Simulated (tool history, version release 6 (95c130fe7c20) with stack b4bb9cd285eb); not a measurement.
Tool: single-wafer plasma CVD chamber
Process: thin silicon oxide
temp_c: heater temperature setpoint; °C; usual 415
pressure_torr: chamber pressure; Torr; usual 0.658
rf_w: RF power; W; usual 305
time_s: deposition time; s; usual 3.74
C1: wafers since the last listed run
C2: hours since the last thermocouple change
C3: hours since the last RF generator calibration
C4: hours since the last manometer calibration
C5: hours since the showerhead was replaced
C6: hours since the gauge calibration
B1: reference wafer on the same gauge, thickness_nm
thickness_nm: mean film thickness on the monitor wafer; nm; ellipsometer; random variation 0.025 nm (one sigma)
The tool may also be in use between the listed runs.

{"run": 1, "hour": 0.0, "temp_c": 415, "pressure_torr": 0.769, "rf_w": 305, "time_s": 3.74, "C1": 0, "C2": 868.7, "C3": 1406.2, "C4": 1664.5, "C5": 6412.7, "C6": 176.9, "B1": 6.489, "thickness_nm": 6.528}
{"run": 2, "hour": 28.0, "temp_c": 415, "pressure_torr": 0.769, "rf_w": 305, "time_s": 3.74, "C1": 1024, "C2": 896.7, "C3": 1434.2, "C4": 1692.5, "C5": 6440.7, "C6": 204.9, "B1": 6.492, "thickness_nm": 6.531}
{"run": 3, "hour": 51.3, "temp_c": 415, "pressure_torr": 0.746, "rf_w": 305, "time_s": 3.74, "C1": 852, "C2": 920, "C3": 1457.5, "C4": 1715.8, "C5": 6464, "C6": 228.2, "B1": 6.494, "thickness_nm": 6.333}
{"run": 4, "hour": 87.0, "temp_c": 415, "pressure_torr": 0.746, "rf_w": 305, "time_s": 3.74, "C1": 1306, "C2": 955.7, "C3": 1493.2, "C4": 1751.5, "C5": 6499.7, "C6": 263.9, "B1": 6.489, "thickness_nm": 6.275}
{"run": 5, "hour": 112.5, "temp_c": 415, "pressure_torr": 0.658, "rf_w": 305, "time_s": 3.74, "C1": 933, "C2": 981.2, "C3": 1518.7, "C4": 1777, "C5": 6525.2, "C6": 289.4, "B1": 6.489, "thickness_nm": 5.564}
{"run": 6, "hour": 139.4, "temp_c": 415, "pressure_torr": 0.658, "rf_w": 305, "time_s": 3.74, "C1": 984, "C2": 1008.1, "C3": 1545.6, "C4": 1803.9, "C5": 6552.1, "C6": 316.3, "B1": 6.486, "thickness_nm": 5.476}
{"run": 7, "hour": 162.4, "temp_c": 415, "pressure_torr": 0.658, "rf_w": 305, "time_s": 3.74, "C1": 841, "C2": 1031.1, "C3": 1568.6, "C4": 1826.9, "C5": 6575.1, "C6": 339.3, "B1": 6.495, "thickness_nm": 5.5}
{"run": 8, "hour": 181.8, "temp_c": 415, "pressure_torr": 0.658, "rf_w": 260, "time_s": 3.74, "C1": 709, "C2": 1050.5, "C3": 1588, "C4": 1846.3, "C5": 6594.5, "C6": 358.7, "B1": 6.486, "thickness_nm": 4.86}
{"run": 9, "hour": 196.4, "temp_c": 410, "pressure_torr": 0.658, "rf_w": 305, "time_s": 3.74, "C1": 534, "C2": 1065.1, "C3": 1602.6, "C4": 1860.9, "C5": 6609.1, "C6": 373.3, "B1": 6.486, "thickness_nm": 5.541}
{"hour": 209.0, "done": "thermocouple changed; heater temperature recalibrated"}
{"hour": 210.8, "done": "showerhead replaced"}
{"run": 10, "hour": 211.9, "temp_c": 415, "pressure_torr": 0.658, "rf_w": 305, "time_s": 3.74, "C1": 209, "C2": 2.9, "C3": 1618.1, "C4": 1876.4, "C5": 1.1, "C6": 388.8, "B1": 6.495, "thickness_nm": 5.498}
{"hour": 234.4, "done": "gauge calibrated"}
{"hour": 248.3, "done": "capacitance manometer re-zeroed and calibrated"}
{"hour": 263.9, "done": "RF generator calibrated"}
{"run": 11, "hour": 315.7, "temp_c": 415, "pressure_torr": 0.769, "rf_w": 305, "time_s": 3.74, "C1": 3212, "C2": 106.7, "C3": 51.8, "C4": 67.4, "C5": 104.9, "C6": 81.3, "B1": 6.493, "thickness_nm": 7.01}
{"run": 12, "hour": 335.5, "temp_c": 407, "pressure_torr": 0.81, "rf_w": 265, "time_s": 3.12, "C1": 724, "C2": 126.5, "C3": 71.6, "C4": 87.2, "C5": 124.7, "C6": 101.1, "B1": 6.487, "thickness_nm": 5.492}
{"run": 13, "hour": 365.6, "temp_c": 415, "pressure_torr": 0.759, "rf_w": 305, "time_s": 3.47, "C1": 1101, "C2": 156.6, "C3": 101.7, "C4": 117.3, "C5": 154.8, "C6": 131.2, "B1": 6.488, "thickness_nm": 6.368}
{"run": 14, "hour": 395.6, "temp_c": 415, "pressure_torr": 0.658, "rf_w": 245, "time_s": 4, "C1": 1097, "C2": 186.6, "C3": 131.7, "C4": 147.3, "C5": 184.8, "C6": 161.2, "B1": 6.491, "thickness_nm": 5.341}
{"run": 15, "hour": 420.9, "temp_c": 422, "pressure_torr": 0.505, "rf_w": 305, "time_s": 3.74, "C1": 925, "C2": 211.9, "C3": 157, "C4": 172.6, "C5": 210.1, "C6": 186.5, "B1": 6.491, "thickness_nm": 4.616}

Measured less the same run without the tool's hidden state. The same run-to-run variation is in both; the gauge's scatter may not be:
The hidden state here: wafer temperature above the value expected at the setpoint (K); delivered RF power above the setpoint (%); true pressure above the setpoint (%); gauge reads high (%).
run=1 thickness_nm=-0.485
run=2 thickness_nm=-0.504
run=3 thickness_nm=-0.513
run=4 thickness_nm=-0.533
run=5 thickness_nm=-0.512
run=6 thickness_nm=-0.521
run=7 thickness_nm=-0.539
run=8 thickness_nm=-0.488
run=9 thickness_nm=-0.567
run=10 thickness_nm=-0.573
run=11 thickness_nm=-0.037
run=12 thickness_nm=-0.03
run=13 thickness_nm=-0.037
run=14 thickness_nm=-0.035
run=15 thickness_nm=-0.032
